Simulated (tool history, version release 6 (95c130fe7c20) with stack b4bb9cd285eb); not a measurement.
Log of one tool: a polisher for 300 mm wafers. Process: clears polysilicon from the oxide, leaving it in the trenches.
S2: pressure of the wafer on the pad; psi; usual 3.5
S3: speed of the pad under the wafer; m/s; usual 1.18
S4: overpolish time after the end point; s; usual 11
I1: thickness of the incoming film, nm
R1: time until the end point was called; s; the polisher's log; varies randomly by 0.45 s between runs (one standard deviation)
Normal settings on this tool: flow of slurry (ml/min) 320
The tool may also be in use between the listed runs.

{"run": 1, "hour": 0.0, "flow of slurry (ml/min)": 320, "S2": 3.5, "S3": 1.18, "S4": 11, "I1": 508.2, "R1": 26.8}
{"run": 2, "hour": 33.4, "flow of slurry (ml/min)": 320, "S2": 3.5, "S3": 1.18, "S4": 11, "I1": 493.6, "R1": 25.9}
{"run": 3, "hour": 71.9, "flow of slurry (ml/min)": 320, "S2": 3.5, "S3": 1.18, "S4": 11, "I1": 504.8, "R1": 26.6}
{"run": 4, "hour": 132.6, "flow of slurry (ml/min)": 320, "S2": 3.5, "S3": 1.18, "S4": 11, "I1": 500.4, "R1": 26.3}
{"run": 5, "hour": 183.0, "flow of slurry (ml/min)": 320, "S2": 3.5, "S3": 1.18, "S4": 16, "I1": 504.1, "R1": 26.2}
{"run": 6, "hour": 231.7, "flow of slurry (ml/min)": 320, "S2": 3.5, "S3": 1.18, "S4": 11, "I1": 501.6, "R1": 26.4}
{"hour": 254.2, "done": "worn pad replaced by a new one, of another model than before"}
{"hour": 277.4, "done": "slurry nozzle cleaned"}
{"run": 7, "hour": 283.1, "flow of slurry (ml/min)": 320, "S2": 3.5, "S3": 1.4, "S4": 11, "I1": 502.7, "R1": 24.8}
{"run": 8, "hour": 340.9, "flow of slurry (ml/min)": 320, "S2": 4.1, "S3": 1.18, "S4": 11, "I1": 493.1, "R1": 24}
{"run": 9, "hour": 409.5, "flow of slurry (ml/min)": 320, "S2": 3.5, "S3": 1.18, "S4": 11, "I1": 504.2, "R1": 26.3}
{"hour": 466.2, "done": "head pressure recalibrated"}
{"run": 10, "hour": 473.5, "flow of slurry (ml/min)": 320, "S2": 3.5, "S3": 0.86, "S4": 8, "I1": 495.4, "R1": 32.7}
{"run": 11, "hour": 537.5, "flow of slurry (ml/min)": 320, "S2": 3.5, "S3": 1.18, "S4": 11, "I1": 508.8, "R1": 27.6}
{"run": 12, "hour": 563.9, "flow of slurry (ml/min)": 320, "S2": 3.5, "S3": 1.18, "S4": 6, "I1": 499.6, "R1": 27}
{"run": 13, "hour": 615.8, "flow of slurry (ml/min)": 240, "S2": 3.5, "S3": 1.18, "S4": 11, "I1": 501.8, "R1": 28.9}
{"run": 14, "hour": 685.6, "flow of slurry (ml/min)": 290, "S2": 4.3, "S3": 0.84, "S4": 11, "I1": 497, "R1": 29.3}
{"run": 15, "hour": 712.7, "flow of slurry (ml/min)": 320, "S2": 3.8, "S3": 1.38, "S4": 14, "I1": 504.4, "R1": 24.3}
{"run": 16, "hour": 747.4, "flow of slurry (ml/min)": 225, "S2": 3.5, "S3": 1.18, "S4": 11, "I1": 493.8, "R1": 27.7}
{"run": 17, "hour": 779.7, "flow of slurry (ml/min)": 320, "S2": 3.5, "S3": 1.18, "S4": 11, "I1": 489.9, "R1": 27.7}
{"hour": 804.8, "done": "worn pad replaced by a new one"}
{"run": 18, "hour": 805.3, "flow of slurry (ml/min)": 320, "S2": 2.6, "S3": 1.18, "S4": 11, "I1": 499.7, "R1": 32.5}
{"run": 19, "hour": 845.2, "flow of slurry (ml/min)": 320, "S2": 3.5, "S3": 1.18, "S4": 11, "I1": 502.1, "R1": 27.9}
{"run": 20, "hour": 912.7, "flow of slurry (ml/min)": 320, "S2": 3.5, "S3": 1.18, "S4": 11, "I1": 491.9, "R1": 26.9}
{"run": 21, "hour": 963.1, "flow of slurry (ml/min)": 395, "S2": 3.5, "S3": 1.18, "S4": 11, "I1": 504.1, "R1": 27.5}
{"run": 22, "hour": 1028.2, "flow of slurry (ml/min)": 320, "S2": 3.5, "S3": 1.18, "S4": 11, "I1": 501.3, "R1": 27.5}
{"run": 23, "hour": 1067.5, "flow of slurry (ml/min)": 320, "S2": 3.5, "S3": 0.76, "S4": 13, "I1": 495, "R1": 34}
{"run": 24, "hour": 1103.8, "flow of slurry (ml/min)": 350, "S2": 3.5, "S3": 0.9, "S4": 6, "I1": 494.5, "R1": 31.7}
{"hour": 1140.5, "done": "slurry nozzle cleaned"}
{"run": 25, "hour": 1142.7, "flow of slurry (ml/min)": 320, "S2": 3.5, "S3": 1.18, "S4": 11, "I1": 496.1, "R1": 26.9}
{"run": 26, "hour": 1168.9, "flow of slurry (ml/min)": 420, "S2": 4.2, "S3": 0.98, "S4": 6, "I1": 491.6, "R1": 26.4}
{"run": 27, "hour": 1203.5, "flow of slurry (ml/min)": 320, "S2": 3.5, "S3": 1.18, "S4": 6, "I1": 502.9, "R1": 27.9}
{"run": 28, "hour": 1232.2, "flow of slurry (ml/min)": 320, "S2": 2.5, "S3": 1.58, "S4": 11, "I1": 499.2, "R1": 27}
{"run": 29, "hour": 1276.7, "flow of slurry (ml/min)": 265, "S2": 4.2, "S3": 1.18, "S4": 11, "I1": 504.1, "R1": 24.1}
{"run": 30, "hour": 1306.6, "flow of slurry (ml/min)": 210, "S2": 4.1, "S3": 1.18, "S4": 13, "I1": 490.6, "R1": 24.6}
{"hour": 1321.0, "done": "worn pad replaced by a new one"}
{"hour": 1375.5, "done": "head pressure recalibrated"}
{"run": 31, "hour": 1458.7, "flow of slurry (ml/min)": 320, "S2": 3.5, "S3": 1.18, "S4": 18, "I1": 501.8, "R1": 28.5}
{"run": 32, "hour": 1510.3, "flow of slurry (ml/min)": 320, "S2": 3.2, "S3": 1.18, "S4": 11, "I1": 501.6, "R1": 29}
{"run": 33, "hour": 1581.4, "flow of slurry (ml/min)": 320, "S2": 4.2, "S3": 1.18, "S4": 11, "I1": 502.9, "R1": 25.5}
{"run": 34, "hour": 1641.4, "flow of slurry (ml/min)": 355, "S2": 2.4, "S3": 1.48, "S4": 11, "I1": 500.3, "R1": 30.1}

Alternative continuations, all from the tool just after run 34; predict every row:
{"run": "A", "hour": 1641.8, "flow of slurry (ml/min)": 320, "S2": 3.5, "S3": 1.18, "S4": 11, "I1": 494.7, "R1": "?"}
{"run": "B", "hour": 1641.8, "flow of slurry (ml/min)": 390, "S2": 3.5, "S3": 1.36, "S4": 11, "I1": 494.7, "R1": "?"}
{"run": "C", "hour": 1641.8, "flow of slurry (ml/min)": 320, "S2": 4.2, "S3": 0.82, "S4": 11, "I1": 494.7, "R1": "?"}
{"run": "D", "hour": 1641.8, "flow of slurry (ml/min)": 320, "S2": 3.1, "S3": 1.02, "S4": 11, "I1": 494.7, "R1": "?"}

run=A R1=28.5
run=B R1=25.9
run=C R1=31.3
run=D R1=33
With no hidden state in the tool, these same runs would have given:
run=A R1=28.5
run=B R1=26
run=C R1=31.3
run=D R1=33.1
